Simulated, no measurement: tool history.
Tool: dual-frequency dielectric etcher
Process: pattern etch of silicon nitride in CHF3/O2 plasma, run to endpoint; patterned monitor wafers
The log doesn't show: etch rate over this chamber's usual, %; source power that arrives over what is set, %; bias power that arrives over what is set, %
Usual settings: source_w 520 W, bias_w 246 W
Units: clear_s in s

| run | day | source_w | bias_w | wafers since the last listed run | hours since the last wet clean | hours since the last source power generator calibration | hours since the last bias power generator calibration | hours since the last upper electrode change | incoming incoming film thickness, nm | clear_s |
|---|---|---|---|---|---|---|---|---|---|---|
| 1 | 0 | 520 | 246 | 0 | 412.8 | 4896.6 | 4401.5 | 1720.2 | 99.3 | 64.4 |
| 2 | 0.904 | 520 | 246 | 274 | 434.5 | 4918.3 | 4423.2 | 1741.9 | 99 | 63.8 |
| 3 | 1.517 | 520 | 246 | 186 | 449.2 | 4933 | 4437.9 | 1756.6 | 98.7 | 64.1 |
| 4 | 2.083 | 520 | 282 | 172 | 462.8 | 4946.6 | 4451.5 | 1770.2 | 98.2 | 60.1 |
|  | 2.692 | source power generator calibrated |
|  | 3.429 | upper electrode replaced |
|  | 3.862 | wet clean of the chamber |
| 5 | 3.883 | 520 | 282 | 140 | 0.5 | 28.6 | 4494.7 | 10.9 | 98.8 | 57.7 |
| 6 | 3.896 | 520 | 282 | 3 | 0.8 | 28.9 | 4495 | 11.2 | 98.6 | 57.4 |
| 7 | 3.912 | 520 | 205 | 5 | 1.2 | 29.3 | 4495.4 | 11.6 | 98.8 | 66.6 |
| 8 | 4.058 | 650 | 246 | 44 | 4.7 | 32.8 | 4498.9 | 15.1 | 97.8 | 56.7 |
| 9 | 4.479 | 520 | 246 | 127 | 14.8 | 42.9 | 4509 | 25.2 | 98.8 | 61.8 |
|  | 4.992 | bias power generator calibrated |
| 10 | 5.212 | 520 | 199 | 172 | 32.4 | 60.5 | 5.3 | 42.8 | 99.4 | 68.2 |
| 11 | 5.508 | 610 | 285 | 89 | 39.5 | 67.6 | 12.4 | 49.9 | 98.8 | 55 |
| 12 | 5.821 | 390 | 191 | 95 | 47 | 75.1 | 19.9 | 57.4 | 97.5 | 74.1 |
| 13 | 6.454 | 520 | 246 | 192 | 62.2 | 90.3 | 35.1 | 72.6 | 98.2 | 61.7 |
| 14 | 7.025 | 520 | 246 | 173 | 75.9 | 104 | 48.8 | 86.3 | 98.9 | 61.8 |

The tool's hidden state at each run:
source power that arrives over what is set, %: 0 in every run
bias power that arrives over what is set, %: 0 in every run
H1: etch rate over this chamber's usual, %
| run | H1 |
|---|---|
| 1 | -4.48 |
| 2 | -4.69 |
| 3 | -4.83 |
| 4 | -4.96 |
| 5 | -0.5 |
| 6 | -0.503 |
| 7 | -0.507 |
| 8 | -0.541 |
| 9 | -0.638 |
| 10 | -0.807 |
| 11 | -0.876 |
| 12 | -0.948 |
| 13 | -1.09 |
| 14 | -1.23 |

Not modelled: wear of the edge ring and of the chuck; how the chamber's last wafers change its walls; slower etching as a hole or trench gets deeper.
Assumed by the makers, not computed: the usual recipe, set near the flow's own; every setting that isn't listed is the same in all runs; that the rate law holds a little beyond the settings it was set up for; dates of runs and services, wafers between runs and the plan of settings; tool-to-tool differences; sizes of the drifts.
